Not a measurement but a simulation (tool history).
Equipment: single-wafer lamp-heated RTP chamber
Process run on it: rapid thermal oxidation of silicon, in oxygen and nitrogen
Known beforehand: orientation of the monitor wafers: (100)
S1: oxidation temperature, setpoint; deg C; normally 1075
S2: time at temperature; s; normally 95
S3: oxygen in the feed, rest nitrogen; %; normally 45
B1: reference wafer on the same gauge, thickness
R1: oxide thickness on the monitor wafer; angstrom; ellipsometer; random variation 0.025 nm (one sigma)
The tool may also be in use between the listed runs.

{"run": 1, "day": 0.0, "S1": 1075, "S2": 117, "S3": 45, "B1": 7.655, "R1": 101.87}
{"run": 2, "day": 0.729, "S1": 1075, "S2": 117, "S3": 45, "B1": 7.645, "R1": 101.9}
{"run": 3, "day": 1.408, "S1": 1075, "S2": 95, "S3": 45, "B1": 7.648, "R1": 93.55}
{"run": 4, "day": 2.004, "S1": 1075, "S2": 95, "S3": 45, "B1": 7.652, "R1": 93.03}
{"day": 2.429, "done": "gauge calibrated"}
{"run": 5, "day": 2.475, "S1": 1075, "S2": 73, "S3": 45, "B1": 7.646, "R1": 82.98}
{"run": 6, "day": 2.733, "S1": 1075, "S2": 73, "S3": 45, "B1": 7.645, "R1": 83.04}
{"run": 7, "day": 3.133, "S1": 1075, "S2": 73, "S3": 45, "B1": 7.653, "R1": 82.74}
{"day": 3.892, "done": "oxygen flow controller replaced"}
{"run": 8, "day": 3.912, "S1": 1075, "S2": 95, "S3": 45, "B1": 7.654, "R1": 93.73}
{"run": 9, "day": 4.058, "S1": 1075, "S2": 95, "S3": 45, "B1": 7.651, "R1": 93.64}
{"run": 10, "day": 5.3, "S1": 1075, "S2": 131, "S3": 45, "B1": 7.652, "R1": 109.47}
{"day": 6.146, "done": "pyrometer window cleaned and pyrometer calibrated"}
{"run": 11, "day": 6.167, "S1": 1048, "S2": 135, "S3": 27, "B1": 7.645, "R1": 72.78}
{"run": 12, "day": 6.438, "S1": 1100, "S2": 95, "S3": 31, "B1": 7.653, "R1": 91.95}
{"run": 13, "day": 7.112, "S1": 1075, "S2": 95, "S3": 45, "B1": 7.655, "R1": 89.82}
{"day": 7.179, "done": "gauge calibrated"}
{"run": 14, "day": 7.438, "S1": 1048, "S2": 135, "S3": 27, "B1": 7.653, "R1": 72.88}
{"run": 15, "day": 7.8, "S1": 1096, "S2": 95, "S3": 45, "B1": 7.648, "R1": 102.35}
{"run": 16, "day": 8.383, "S1": 1091, "S2": 129, "S3": 36, "B1": 7.649, "R1": 105.08}
{"run": 17, "day": 8.733, "S1": 1075, "S2": 131, "S3": 45, "B1": 7.653, "R1": 104.28}
{"run": 18, "day": 9.333, "S1": 1055, "S2": 62, "S3": 45, "B1": 7.651, "R1": 64.85}

Some steps in R1 between neighbouring runs. How much of each would the tool show without its hidden state too (settings, what came in, random variation), and how much is left for the hidden state, with any gauge scatter that isn't in both results?
Hidden state present: true wafer temperature minus pyrometer reading, K; deviation of the oxygen flow from its setpoint, %; gauge reads high (%).
Run 10 -> 11: S1 1075 -> 1048, S2 131 -> 135, S3 45 -> 27, pyrometer window cleaned and pyrometer calibrated. R1 -36.69 angstrom: hidden state -5.62, all else -31.07.
Run 17 -> 18: S1 1075 -> 1055, S2 131 -> 62. R1 -39.43 angstrom: hidden state -0.26, all else -39.17.
